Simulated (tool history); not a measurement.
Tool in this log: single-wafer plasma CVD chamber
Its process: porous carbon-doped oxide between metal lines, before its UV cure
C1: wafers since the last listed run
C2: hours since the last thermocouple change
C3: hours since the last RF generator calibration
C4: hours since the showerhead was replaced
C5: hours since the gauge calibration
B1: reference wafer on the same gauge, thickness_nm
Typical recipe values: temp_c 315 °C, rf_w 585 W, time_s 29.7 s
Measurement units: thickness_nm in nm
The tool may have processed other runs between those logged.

{"run": 1, "hour": 0.0, "temp_c": 315, "rf_w": 585, "time_s": 29.7, "C1": 0, "C2": 1865.5, "C3": 2313.9, "C4": 5291.2, "C5": 574.5, "B1": 164.975, "thickness_nm": 154.475}
{"run": 2, "hour": 46.4, "temp_c": 315, "rf_w": 585, "time_s": 29.7, "C1": 1434, "C2": 1911.9, "C3": 2360.3, "C4": 5337.6, "C5": 620.9, "B1": 164.923, "thickness_nm": 154.098}
{"run": 3, "hour": 114.4, "temp_c": 315, "rf_w": 585, "time_s": 29.7, "C1": 2102, "C2": 1979.9, "C3": 2428.3, "C4": 5405.6, "C5": 688.9, "B1": 165.022, "thickness_nm": 155.766}
{"run": 4, "hour": 178.8, "temp_c": 315, "rf_w": 585, "time_s": 29.7, "C1": 1990, "C2": 2044.3, "C3": 2492.7, "C4": 5470, "C5": 753.3, "B1": 164.991, "thickness_nm": 154.798}
{"run": 5, "hour": 250.3, "temp_c": 315, "rf_w": 585, "time_s": 29.7, "C1": 2210, "C2": 2115.8, "C3": 2564.2, "C4": 5541.5, "C5": 824.8, "B1": 165.012, "thickness_nm": 154.219}
{"hour": 270.7, "done": "RF generator calibrated"}
{"hour": 291.2, "done": "gauge calibrated"}
{"run": 6, "hour": 317.7, "temp_c": 315, "rf_w": 610, "time_s": 29.7, "C1": 1836, "C2": 2183.2, "C3": 47, "C4": 5608.9, "C5": 26.5, "B1": 164.96, "thickness_nm": 154.268}
{"run": 7, "hour": 347.0, "temp_c": 315, "rf_w": 610, "time_s": 29.7, "C1": 905, "C2": 2212.5, "C3": 76.3, "C4": 5638.2, "C5": 55.8, "B1": 165.023, "thickness_nm": 155.097}
{"run": 8, "hour": 411.1, "temp_c": 315, "rf_w": 610, "time_s": 29.7, "C1": 1981, "C2": 2276.6, "C3": 140.4, "C4": 5702.3, "C5": 119.9, "B1": 164.951, "thickness_nm": 154.216}
{"run": 9, "hour": 459.6, "temp_c": 315, "rf_w": 545, "time_s": 29.7, "C1": 1499, "C2": 2325.1, "C3": 188.9, "C4": 5750.8, "C5": 168.4, "B1": 164.963, "thickness_nm": 145.65}
{"hour": 476.5, "done": "RF generator calibrated, repeated, since the last time left the tool worse"}
{"run": 10, "hour": 495.7, "temp_c": 321, "rf_w": 545, "time_s": 35.3, "C1": 868, "C2": 2361.2, "C3": 19.2, "C4": 5786.9, "C5": 204.5, "B1": 165.037, "thickness_nm": 177.512}
{"run": 11, "hour": 548.3, "temp_c": 315, "rf_w": 690, "time_s": 29.7, "C1": 1626, "C2": 2413.8, "C3": 71.8, "C4": 5839.5, "C5": 257.1, "B1": 165.031, "thickness_nm": 173.414}
{"hour": 597.0, "done": "showerhead replaced"}
{"run": 12, "hour": 603.1, "temp_c": 315, "rf_w": 585, "time_s": 29.7, "C1": 1446, "C2": 2468.6, "C3": 126.6, "C4": 6.1, "C5": 311.9, "B1": 164.951, "thickness_nm": 159.621}
{"run": 13, "hour": 629.0, "temp_c": 315, "rf_w": 585, "time_s": 29.7, "C1": 800, "C2": 2494.5, "C3": 152.5, "C4": 32, "C5": 337.8, "B1": 165.034, "thickness_nm": 159.563}
{"hour": 649.0, "done": "thermocouple changed; heater temperature recalibrated"}
{"run": 14, "hour": 656.2, "temp_c": 322, "rf_w": 630, "time_s": 27.5, "C1": 593, "C2": 7.2, "C3": 179.7, "C4": 59.2, "C5": 365, "B1": 165.021, "thickness_nm": 149.284}
{"run": 15, "hour": 712.4, "temp_c": 315, "rf_w": 585, "time_s": 29.7, "C1": 1737, "C2": 63.4, "C3": 235.9, "C4": 115.4, "C5": 421.2, "B1": 164.967, "thickness_nm": 159.914}
{"run": 16, "hour": 774.6, "temp_c": 321, "rf_w": 660, "time_s": 35.2, "C1": 1922, "C2": 125.6, "C3": 298.1, "C4": 177.6, "C5": 483.4, "B1": 165.039, "thickness_nm": 195.176}

For run 17, what comes out?
{"run": 17, "hour": 820.3, "temp_c": 315, "rf_w": 515, "time_s": 29.7, "C1": 1412, "C2": 171.3, "C3": 343.8, "C4": 223.3, "C5": 529.1, "B1": "?", "thickness_nm": "?"}

Run 17 produced B1 165.047, thickness_nm 149.229 nm.
Take away the tool's hidden state, keep the run-to-run variation as it was, and the same run would have given thickness_nm 149.859 nm.
